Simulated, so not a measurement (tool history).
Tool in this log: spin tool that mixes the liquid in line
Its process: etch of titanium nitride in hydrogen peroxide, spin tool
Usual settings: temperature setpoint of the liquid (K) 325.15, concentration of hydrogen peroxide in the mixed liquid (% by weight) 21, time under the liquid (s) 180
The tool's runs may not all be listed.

run   hour  temperature setpoint of the liquid (K)  concentration of hydrogen peroxide in the mixed liquid (% by weight)  time under the liquid (s)  read-back film thickness of the titanium nitride reference wafer, read on the same gauge (nm)  thickness taken off the titanium nitride on a monitor wafer (nm)
  1      0                                  320.15                                                                    21                        180                                                                                         109.98                                                              8.82
  2   31.9                                  320.15                                                                    21                        180                                                                                         110.01                                                              8.73
  3   46.7                                  325.15                                                                    21                        180                                                                                         110.02                                                             12.49
  4   65.6                                  325.15                                                                    16                        180                                                                                         109.97                                                             12.15
      75.9  -- thermometer replaced
  5   94.9                                  325.15                                                                    16                        180                                                                                         109.98                                                             11.95
  6  124.9                                  325.15                                                                    21                        180                                                                                         110.03                                                             12.45
  7  139.5                                  315.15                                                                    21                        180                                                                                         110.02                                                              5.94
  8  174.6                                  325.15                                                                    21                        180                                                                                         109.97                                                             12.72
  9  194.7                                  328.65                                                                    21                        180                                                                                         110.02                                                             16.22
 10  217.5                                  325.15                                                                    17                        180                                                                                         109.99                                                             11.94
     234.1  -- heated supply line repaired
 11  305.1                                  320.15                                                                    21                        180                                                                                         109.99                                                              10.9
 12    334                                  331.15                                                                    21                        280                                                                                         109.98                                                             37.22
     339.4  -- gauge calibrated
 13  356.2                                  325.15                                                                    18                        180                                                                                         109.99                                                             15.14
 14  379.3                                  325.15                                                                    21                        180                                                                                         109.98                                                             15.78
     403.7  -- peroxide flow meter replaced
 15  404.2                                  315.65                                                                    19                        290                                                                                         110.02                                                             12.14
 16  438.2                                  332.15                                                                  24.5                        210                                                                                            110                                                             30.85
 17    451                                  331.15                                                                    21                        120                                                                                         110.02                                                             15.72
 18  469.8                                  325.15                                                                    21                        230                                                                                         110.01                                                             19.91
 19  484.9                                  333.15                                                                  16.5                        235                                                                                         110.01                                                             33.76
 20  498.1                                  322.15                                                                    21                        180                                                                                         109.98                                                             12.44
 21  522.8                                  325.15                                                                  18.5                        180                                                                                            110                                                             15.05
 22  542.3                                  328.65                                                                    18                         85                                                                                         110.02                                                              9.04
 23  561.8                                  325.15                                                                    21                        180                                                                                         109.96                                                             15.37
 24  574.7                                  317.65                                                                    21                         90                                                                                            110                                                              4.47
 25  596.7                                  325.15                                                                    21                        140                                                                                         109.99                                                             11.88
 26  626.1                                  331.65                                                                    21                        180                                                                                         110.02                                                             24.18

Subtracting, for every run, the result it would have given without the tool's unlogged condition from the measured result gives the following. The same run-to-run variation enters both numbers; the gauge's scatter may not:
The tool's hidden condition here consists of: liquid colder than its thermometer reads (K); peroxide flow below the setpoint (%); temperature lost on the way to the wafer (K); peroxide weaker than its label (%); gauge reads high (%).
run  thickness taken off the titanium nitride on a monitor wafer (nm)
  1                                                              -2.6
  2                                                             -2.61
  3                                                             -3.64
  4                                                             -3.56
  5                                                             -3.53
  6                                                             -3.72
  7                                                             -1.92
  8                                                             -3.86
  9                                                             -4.84
 10                                                             -3.68
 11                                                             -0.48
 12                                                             -1.59
 13                                                              -0.7
 14                                                             -0.76
 15                                                             -0.64
 16                                                             -1.56
 17                                                             -0.81
 18                                                             -1.11
 19                                                             -1.81
 20                                                             -0.74
 21                                                              -0.9
 22                                                             -0.54
 23                                                             -0.96
 24                                                              -0.3
 25                                                             -0.78
 26                                                             -1.58

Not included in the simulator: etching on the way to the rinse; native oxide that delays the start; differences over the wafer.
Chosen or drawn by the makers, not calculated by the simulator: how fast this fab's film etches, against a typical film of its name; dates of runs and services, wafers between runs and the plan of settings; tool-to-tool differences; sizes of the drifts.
